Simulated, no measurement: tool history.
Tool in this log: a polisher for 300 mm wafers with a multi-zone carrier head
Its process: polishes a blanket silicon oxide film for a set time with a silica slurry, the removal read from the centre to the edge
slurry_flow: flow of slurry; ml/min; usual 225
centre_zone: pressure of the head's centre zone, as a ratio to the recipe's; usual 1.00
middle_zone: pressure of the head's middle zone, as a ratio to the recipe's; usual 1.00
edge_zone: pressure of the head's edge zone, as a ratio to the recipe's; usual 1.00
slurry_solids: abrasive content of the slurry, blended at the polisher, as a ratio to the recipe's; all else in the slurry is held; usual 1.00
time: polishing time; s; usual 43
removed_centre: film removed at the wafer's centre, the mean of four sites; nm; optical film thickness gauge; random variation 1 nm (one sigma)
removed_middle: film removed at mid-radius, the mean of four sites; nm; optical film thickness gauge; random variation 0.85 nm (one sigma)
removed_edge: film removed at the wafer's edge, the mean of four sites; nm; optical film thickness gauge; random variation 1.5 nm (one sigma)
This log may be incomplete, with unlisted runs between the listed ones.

run	hour	slurry_flow	centre_zone	middle_zone	edge_zone	slurry_solids	time	incoming thickness of the incoming film, nm	removed_centre	removed_middle	removed_edge
1	0.0	225	0.96	1.00	1.00	1.00	43	1160.7	97.1	100.4	99.9
2	28.4	225	0.96	1.00	1.00	1.00	43	1163.5	96.8	100.6	100.3
# hour 40.6: worn pad replaced by a new one
3	43.7	225	0.96	1.00	1.00	1.00	43	1186.2	99.3	100.0	102.9
4	67.5	225	0.90	1.00	1.00	1.00	43	1179.1	91.8	99.4	101.4
5	80.4	225	1.00	1.00	1.00	1.00	43	1164.6	101.6	99.6	101.6
# hour 111.1: carrier head's membrane replaced by a new one
6	113.0	250	1.00	1.00	1.00	1.00	43	1180.9	103.2	101.9	102.8
7	135.6	225	1.00	1.00	1.00	1.00	43	1180.4	101.1	99.9	99.8
8	159.2	170	1.00	1.00	1.00	0.80	43	1164.0	89.5	86.7	91.0
9	180.4	225	0.91	1.00	0.92	0.85	55	1170.0	111.6	118.9	113.4
# hour 203.8: worn pad replaced by a new one
10	214.3	225	1.00	1.00	1.00	1.00	43	1158.5	101.1	99.7	100.6
11	242.2	225	1.00	1.00	1.00	1.20	43	1152.2	108.0	105.4	107.5
12	269.4	200	1.00	1.00	1.00	1.00	43	1166.4	96.5	97.7	99.7
# hour 274.8: centre zone pressure recalibrated
13	290.8	225	1.11	1.00	1.00	1.25	43	1177.9	121.1	107.1	107.2
# hour 309.3: edge zone pressure recalibrated
14	324.2	225	1.10	1.00	1.04	1.00	43	1175.4	110.1	96.3	100.9
15	342.4	225	1.11	1.07	1.11	1.00	38	1170.4	97.6	92.6	93.5
# hour 401.8: worn pad replaced by a new one
16	429.3	225	1.00	1.00	1.00	1.00	43	1177.1	95.1	97.9	98.4
17	465.2	225	1.00	1.00	1.00	1.00	31	1178.0	69.9	68.2	70.4
18	479.2	225	1.00	1.00	1.00	1.00	43	1170.1	95.9	95.8	95.4

Run 19, settings as shown, results not yet in. Your forecast:
19	510.1	270	1.09	1.10	1.00	0.85	43	1175.2	?	?	?

Logged for run 19: removed_centre 99.1 nm, removed_middle 96.8 nm, removed_edge 91.3 nm.
If the tool had no hidden condition, the same run with the same run-to-run variation would have returned removed_centre 105.0 nm, removed_middle 102.0 nm, removed_edge 94.9 nm.
